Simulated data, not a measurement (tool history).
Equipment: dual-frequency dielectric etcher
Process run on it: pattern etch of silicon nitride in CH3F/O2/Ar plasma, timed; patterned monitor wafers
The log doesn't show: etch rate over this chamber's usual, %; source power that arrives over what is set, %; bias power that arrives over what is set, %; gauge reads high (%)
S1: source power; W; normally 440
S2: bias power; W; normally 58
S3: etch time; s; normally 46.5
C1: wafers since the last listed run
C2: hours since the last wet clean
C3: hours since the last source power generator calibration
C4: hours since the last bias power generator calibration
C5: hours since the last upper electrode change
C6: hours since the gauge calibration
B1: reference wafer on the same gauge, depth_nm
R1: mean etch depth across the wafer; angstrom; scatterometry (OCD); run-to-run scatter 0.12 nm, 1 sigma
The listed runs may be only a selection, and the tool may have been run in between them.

| run | hour | S1 | S2 | S3 | C1 | C2 | C3 | C4 | C5 | C6 | B1 | R1 |
|---|---|---|---|---|---|---|---|---|---|---|---|---|
| 1 | 0.0 | 440 | 58 | 46.5 | 0 | 568.9 | 4844.0 | 3743.7 | 3203.7 | 435.9 | 26.24 | 326.5 |
|  | 68.1 | wet clean of the chamber |
| 2 | 68.6 | 440 | 58 | 46.5 | 387 | 0.5 | 4912.6 | 3812.3 | 3272.3 | 504.5 | 26.15 | 326.2 |
| 3 | 97.5 | 440 | 58 | 46.5 | 250 | 29.4 | 4941.5 | 3841.2 | 3301.2 | 533.4 | 26.16 | 325.6 |
| 4 | 166.3 | 370 | 58 | 46.5 | 597 | 98.2 | 5010.3 | 3910.0 | 3370.0 | 602.2 | 26.09 | 291.3 |
| 5 | 228.6 | 440 | 58 | 46.5 | 541 | 160.5 | 5072.6 | 3972.3 | 3432.3 | 664.5 | 26.07 | 328.1 |
| 6 | 265.9 | 440 | 58 | 46.5 | 323 | 197.8 | 5109.9 | 4009.6 | 3469.6 | 701.8 | 26.05 | 324.9 |
| 7 | 324.1 | 440 | 58 | 46.5 | 505 | 256.0 | 5168.1 | 4067.8 | 3527.8 | 760.0 | 26.03 | 326.5 |
|  | 364.9 | bias power generator calibrated |
| 8 | 385.3 | 440 | 58 | 46.5 | 496 | 317.2 | 5229.3 | 20.4 | 3589.0 | 821.2 | 25.99 | 323.3 |
| 9 | 450.3 | 440 | 70 | 46.5 | 564 | 382.2 | 5294.3 | 85.4 | 3654.0 | 886.2 | 25.98 | 353.2 |

Predict the results of run 10:
| 10 | 490.1 | 510 | 54 | 46.5 | 345 | 422.0 | 5334.1 | 125.2 | 3693.8 | 926.0 | ? | ? |

Run 10 measured B1 25.97, R1 341.9 angstrom.
Take away the tool's hidden state, keep the run-to-run variation as it was, and the same run would have given R1 354.1 angstrom.
